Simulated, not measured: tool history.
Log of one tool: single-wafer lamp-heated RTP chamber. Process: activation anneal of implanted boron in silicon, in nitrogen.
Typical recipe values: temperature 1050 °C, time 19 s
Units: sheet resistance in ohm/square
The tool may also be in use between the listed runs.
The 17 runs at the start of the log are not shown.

| run | day | temperature | time | read-back reference wafer on the same gauge, sheet resistance | sheet resistance |
|---|---|---|---|---|---|
|  | 48.392 | pyrometer window cleaned and pyrometer calibrated |
| 18 | 49.883 | 1050 | 19 | 57.12 | 64.14 |
| 19 | 52.746 | 1033 | 13 | 57.11 | 67.08 |
|  | 53.167 | reflector plate cleaned |
| 20 | 54.608 | 1069 | 24 | 57.09 | 62.52 |
| 21 | 65.862 | 1058 | 26 | 57.09 | 63.22 |
| 22 | 69.417 | 1080 | 26 | 57.15 | 60.92 |
| 23 | 71.267 | 1050 | 19 | 57.1 | 64.91 |
|  | 73.208 | pyrometer window cleaned and pyrometer calibrated |
|  | 74.825 | reflector plate cleaned |
| 24 | 75.267 | 1050 | 19 | 57.08 | 65.36 |
| 25 | 83.496 | 1037 | 22 | 57.05 | 66.91 |
| 26 | 86.992 | 1050 | 19 | 57.11 | 64.99 |
| 27 | 91.05 | 1024 | 23 | 57.15 | 68.29 |
|  | 94.508 | gauge calibrated |
|  | 94.621 | pyrometer window cleaned and pyrometer calibrated |
|  | 98.638 | reflector plate cleaned |
| 28 | 98.712 | 1070 | 19 | 57.04 | 63.05 |
| 29 | 102.867 | 1050 | 19 | 57.1 | 65.33 |
| 30 | 107.275 | 1031 | 10 | 57.12 | 68.99 |
| 31 | 109.438 | 1027 | 15 | 57.16 | 69.07 |
| 32 | 113.862 | 1037 | 11 | 57.11 | 67.79 |
| 33 | 115.788 | 1050 | 19 | 57.11 | 65.21 |
| 34 | 119.704 | 1039 | 29 | 57.11 | 65.15 |

Forecast each of these 4 alternatives for the next run:
| A | 119.721 | 1050 | 9 | ? | ? |
| B | 119.721 | 1050 | 30 | ? | ? |
| C | 119.721 | 1078 | 19 | ? | ? |
| D | 119.721 | 1030 | 8 | ? | ? |

| run | read-back reference wafer on the same gauge, sheet resistance | sheet resistance |
|---|---|---|
| A | 57.06 | 66.39 |
| B | 57.06 | 63.71 |
| C | 57.06 | 61.98 |
| D | 57.06 | 69.52 |
With no hidden state in the tool, these same runs would have given:
| run | sheet resistance |
|---|---|
| A | 67.32 |
| B | 64.84 |
| C | 62.59 |
| D | 71.02 |
